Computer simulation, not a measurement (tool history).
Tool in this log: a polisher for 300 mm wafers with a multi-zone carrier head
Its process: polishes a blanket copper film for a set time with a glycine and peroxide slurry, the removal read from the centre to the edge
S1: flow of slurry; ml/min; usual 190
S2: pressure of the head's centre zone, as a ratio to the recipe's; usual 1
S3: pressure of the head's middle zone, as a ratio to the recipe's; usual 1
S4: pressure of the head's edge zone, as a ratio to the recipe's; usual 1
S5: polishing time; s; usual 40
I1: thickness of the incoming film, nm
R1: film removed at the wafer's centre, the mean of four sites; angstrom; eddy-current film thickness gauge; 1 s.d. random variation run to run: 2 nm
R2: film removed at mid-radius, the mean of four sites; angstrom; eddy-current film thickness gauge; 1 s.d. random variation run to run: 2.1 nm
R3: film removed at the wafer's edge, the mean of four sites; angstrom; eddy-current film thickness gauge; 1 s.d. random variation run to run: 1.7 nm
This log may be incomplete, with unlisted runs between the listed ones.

{"run": 1, "hour": 0.0, "S1": 190, "S2": 1, "S3": 1, "S4": 1, "S5": 40, "I1": 1533.6, "R1": 1411, "R2": 1377, "R3": 1427}
{"hour": 30.4, "done": "worn pad replaced by a new one"}
{"run": 2, "hour": 48.0, "S1": 190, "S2": 1, "S3": 1, "S4": 1, "S5": 40, "I1": 1549.7, "R1": 1397, "R2": 1402, "R3": 1404}
{"hour": 115.6, "done": "edge zone pressure recalibrated"}
{"run": 3, "hour": 126.7, "S1": 235, "S2": 1, "S3": 1, "S4": 1.04, "S5": 40, "I1": 1535.9, "R1": 1475, "R2": 1460, "R3": 1508}
{"run": 4, "hour": 214.2, "S1": 190, "S2": 0.94, "S3": 1, "S4": 1, "S5": 36, "I1": 1557.8, "R1": 1186, "R2": 1208, "R3": 1255}
{"hour": 240.1, "done": "slurry nozzle cleaned"}
{"run": 5, "hour": 296.4, "S1": 190, "S2": 0.91, "S3": 1.05, "S4": 1.06, "S5": 40, "I1": 1540.6, "R1": 1374, "R2": 1516, "R3": 1491}
{"hour": 341.9, "done": "centre zone pressure recalibrated"}
{"run": 6, "hour": 402.3, "S1": 240, "S2": 0.93, "S3": 0.94, "S4": 1, "S5": 47, "I1": 1534.6, "R1": 1642, "R2": 1684, "R3": 1767}
{"run": 7, "hour": 478.8, "S1": 165, "S2": 1.05, "S3": 1, "S4": 1, "S5": 40, "I1": 1524.7, "R1": 1506, "R2": 1361, "R3": 1434}
{"run": 8, "hour": 549.4, "S1": 190, "S2": 1, "S3": 1, "S4": 1, "S5": 47, "I1": 1551, "R1": 1654, "R2": 1648, "R3": 1692}
{"run": 9, "hour": 619.6, "S1": 190, "S2": 1, "S3": 1, "S4": 1, "S5": 40, "I1": 1540.1, "R1": 1410, "R2": 1360, "R3": 1436}
{"hour": 632.3, "done": "worn pad replaced by a new one"}
{"run": 10, "hour": 669.9, "S1": 190, "S2": 1.08, "S3": 1, "S4": 1, "S5": 32, "I1": 1520.2, "R1": 1229, "R2": 1140, "R3": 1172}
{"run": 11, "hour": 729.8, "S1": 190, "S2": 1, "S3": 1, "S4": 1, "S5": 40, "I1": 1525.7, "R1": 1447, "R2": 1360, "R3": 1436}
{"run": 12, "hour": 773.7, "S1": 190, "S2": 1, "S3": 1, "S4": 0.94, "S5": 40, "I1": 1569.7, "R1": 1442, "R2": 1408, "R3": 1400}
{"hour": 820.1, "done": "slurry nozzle cleaned"}
{"hour": 833.5, "done": "carrier head's membrane replaced by a new one"}
{"run": 13, "hour": 851.9, "S1": 190, "S2": 1, "S3": 0.95, "S4": 1, "S5": 45, "I1": 1534.3, "R1": 1650, "R2": 1587, "R3": 1672}
{"run": 14, "hour": 895.0, "S1": 190, "S2": 1, "S3": 1, "S4": 1, "S5": 40, "I1": 1518.9, "R1": 1489, "R2": 1465, "R3": 1444}
{"hour": 954.7, "done": "centre zone pressure recalibrated"}
{"run": 15, "hour": 979.0, "S1": 220, "S2": 1.11, "S3": 0.91, "S4": 0.95, "S5": 40, "I1": 1520.2, "R1": 1665, "R2": 1354, "R3": 1447}
{"run": 16, "hour": 1073.8, "S1": 170, "S2": 1, "S3": 1, "S4": 1, "S5": 31, "I1": 1529.8, "R1": 1101, "R2": 1049, "R3": 1119}
{"run": 17, "hour": 1129.4, "S1": 190, "S2": 1.07, "S3": 1, "S4": 1.1, "S5": 40, "I1": 1551.9, "R1": 1522, "R2": 1415, "R3": 1464}
{"hour": 1172.7, "done": "worn pad replaced by a new one"}
{"run": 18, "hour": 1222.4, "S1": 250, "S2": 0.96, "S3": 0.93, "S4": 1.07, "S5": 40, "I1": 1534.5, "R1": 1448, "R2": 1395, "R3": 1530}
{"run": 19, "hour": 1314.3, "S1": 190, "S2": 1, "S3": 1, "S4": 1, "S5": 40, "I1": 1530.7, "R1": 1423, "R2": 1420, "R3": 1402}
{"run": 20, "hour": 1372.8, "S1": 150, "S2": 1, "S3": 1, "S4": 0.94, "S5": 34, "I1": 1546.4, "R1": 1108, "R2": 1083, "R3": 1114}
{"hour": 1457.1, "done": "slurry nozzle cleaned"}
{"run": 21, "hour": 1475.9, "S1": 190, "S2": 1, "S3": 1, "S4": 1, "S5": 40, "I1": 1519.6, "R1": 1509, "R2": 1475, "R3": 1452}
{"hour": 1531.6, "done": "centre zone pressure recalibrated"}
{"run": 22, "hour": 1550.6, "S1": 190, "S2": 1, "S3": 1, "S4": 1, "S5": 40, "I1": 1552.1, "R1": 1470, "R2": 1474, "R3": 1446}

For each run, what was the tool's unlogged condition?
removal rate lost through wear of the pad, %: 0 across all the runs
deviation of the centre zone's pressure from its setpoint, %: 0 across all the runs
deviation of the edge zone's pressure from its setpoint, %: 0 across all the runs
H1: slurry flow missing at the pad, %
run=1 H1=27.5
run=2 H1=28.3
run=3 H1=29.2
run=4 H1=29.9
run=5 H1=7.4
run=6 H1=16
run=7 H1=19.9
run=8 H1=22.4
run=9 H1=24.1
run=10 H1=25
run=11 H1=25.9
run=12 H1=26.3
run=13 H1=6.65
run=14 H1=11.3
run=15 H1=17.8
run=16 H1=22.5
run=17 H1=24.4
run=18 H1=26.6
run=19 H1=27.9
run=20 H1=28.5
run=21 H1=4.42
run=22 H1=12.3

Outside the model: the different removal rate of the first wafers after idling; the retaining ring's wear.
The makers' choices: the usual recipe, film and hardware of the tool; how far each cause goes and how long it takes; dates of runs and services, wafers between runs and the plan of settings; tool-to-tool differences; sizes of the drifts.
